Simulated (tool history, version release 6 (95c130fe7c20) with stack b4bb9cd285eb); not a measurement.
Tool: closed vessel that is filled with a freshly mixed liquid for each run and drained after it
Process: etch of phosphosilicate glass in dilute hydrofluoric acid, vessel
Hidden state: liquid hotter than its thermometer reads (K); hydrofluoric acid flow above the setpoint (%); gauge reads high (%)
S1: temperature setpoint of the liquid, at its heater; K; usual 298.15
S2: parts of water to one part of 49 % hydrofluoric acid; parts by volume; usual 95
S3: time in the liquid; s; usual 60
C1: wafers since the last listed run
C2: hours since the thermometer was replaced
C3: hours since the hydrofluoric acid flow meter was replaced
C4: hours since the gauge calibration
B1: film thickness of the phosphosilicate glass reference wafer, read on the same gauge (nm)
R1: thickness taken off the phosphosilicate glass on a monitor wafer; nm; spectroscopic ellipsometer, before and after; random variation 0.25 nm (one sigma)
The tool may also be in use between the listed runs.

run,day,S1,S2,S3,C1,C2,C3,C4,B1,R1
1,0,298.15,95,60,0,1557.4,123.2,78.6,90.54,65.26
2,2.488,298.15,95,60,5244,1617.1,182.9,138.3,90.79,65.42
3,3.917,298.15,95,40,3013,1651.4,217.2,172.6,90.9,43.69
4,5.708,298.15,95,40,3777,1694.4,260.2,215.6,91.01,43.63
5,7.192,298.15,95,40,3127,1730,295.8,251.2,91.16,43.58
6,8.729,298.15,105,60,3241,1766.9,332.7,288.1,91.31,58.38
7,9.733,298.15,105,60,2117,1791,356.8,312.2,91.43,58.86
8,11.671,298.15,105,60,4084,1837.5,403.3,358.7,91.54,59.13
9,13.075,298.15,95,60,2960,1871.2,437,392.4,91.73,65.8
10,14.129,298.15,95,60,2222,1896.5,462.3,417.7,91.78,65.72
11,16.383,298.15,95,60,4752,1950.6,516.4,471.8,91.96,66.26
12,17.771,298.15,95,60,2925,1983.9,549.7,505.1,92.11,66.38
13,20.212,298.15,95,60,5147,2042.5,608.3,563.7,92.31,66.47
14,23.896,298.15,125,75,7765,2130.9,696.7,652.1,92.63,60.88
15,26.5,298.15,95,60,5490,2193.4,759.2,714.6,92.87,66.35
16,28.217,295.15,60,80,3619,2234.6,800.4,755.8,93,130.9

Run 17 comes next. What will it give?
17,29.946,293.65,120,75,3645,2276.1,841.9,797.3,?,?

{"run 17": {"B1": 93.16, "R1": 53.62}}
Without the tool's hidden state the same run would have given R1 51.81 nm.
